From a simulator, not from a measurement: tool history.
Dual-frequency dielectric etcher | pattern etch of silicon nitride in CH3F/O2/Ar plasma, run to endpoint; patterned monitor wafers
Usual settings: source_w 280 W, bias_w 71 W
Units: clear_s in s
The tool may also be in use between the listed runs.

run,day,source_w,bias_w,"incoming incoming film thickness, nm",clear_s
1,0.000,280,59,41.77,78.5
# day 1.808: wet clean of the chamber
2,1.829,280,59,42.28,78.1
3,3.283,280,59,42.44,78.1
4,5.425,320,61,41.93,74.3
5,8.142,280,71,42.09,73.8
6,9.767,280,71,42.05,75.4
7,11.758,280,81,42.61,72.8
8,14.446,280,71,41.68,75.3
9,16.183,280,71,42.16,76.0
10,18.058,280,71,42.18,77.3
11,20.342,280,71,41.98,76.6
# day 25.179: wet clean of the chamber
12,25.446,280,71,42.75,76.0
# day 27.621: upper electrode replaced
13,27.867,280,71,42.54,74.8
14,28.875,280,71,42.06,75.1
15,30.133,280,71,42.02,73.9
16,32.792,280,71,41.88,75.3
17,34.467,280,71,42.08,76.0
18,36.217,330,71,42.21,72.2
19,38.475,210,58,42.21,86.5
20,41.329,240,59,42.06,83.1
21,43.012,340,79,41.98,70.2
22,44.450,220,78,42.28,80.2
23,47.362,230,60,42.23,85.3
24,49.496,280,71,42.15,77.6
# day 49.750: bias power generator calibrated
25,51.350,280,71,41.48,76.7
# day 52.046: source power generator calibrated
# day 53.546: wet clean of the chamber
26,54.346,220,88,42.38,74.1
27,55.525,280,71,41.96,73.9
28,57.446,280,71,42.10,75.2
29,58.967,300,55,41.90,77.5
30,60.908,240,89,42.02,72.4
31,62.275,350,71,41.56,67.9
32,63.908,350,79,41.91,68.0
33,66.575,210,78,41.68,77.5
34,69.042,250,77,42.27,77.4
35,70.667,220,85,42.30,76.7

What the log doesn't show, run by run:
source power that arrives over what is set, %: 0 in every run
bias power that arrives over what is set, %: 0 in every run
H1: etch rate over this chamber's usual, %
run,H1
1,-3.45
2,-0.375
3,-0.616
4,-0.972
5,-1.42
6,-1.69
7,-2.02
8,-2.47
9,-2.76
10,-3.07
11,-3.45
12,-0.777
13,-1.18
14,-1.35
15,-1.55
16,-2
17,-2.27
18,-2.56
19,-2.94
20,-3.41
21,-3.69
22,-3.93
23,-4.41
24,-4.77
25,-5.08
26,0.231
27,0.0353
28,-0.283
29,-0.536
30,-0.858
31,-1.08
32,-1.36
33,-1.8
34,-2.21
35,-2.48

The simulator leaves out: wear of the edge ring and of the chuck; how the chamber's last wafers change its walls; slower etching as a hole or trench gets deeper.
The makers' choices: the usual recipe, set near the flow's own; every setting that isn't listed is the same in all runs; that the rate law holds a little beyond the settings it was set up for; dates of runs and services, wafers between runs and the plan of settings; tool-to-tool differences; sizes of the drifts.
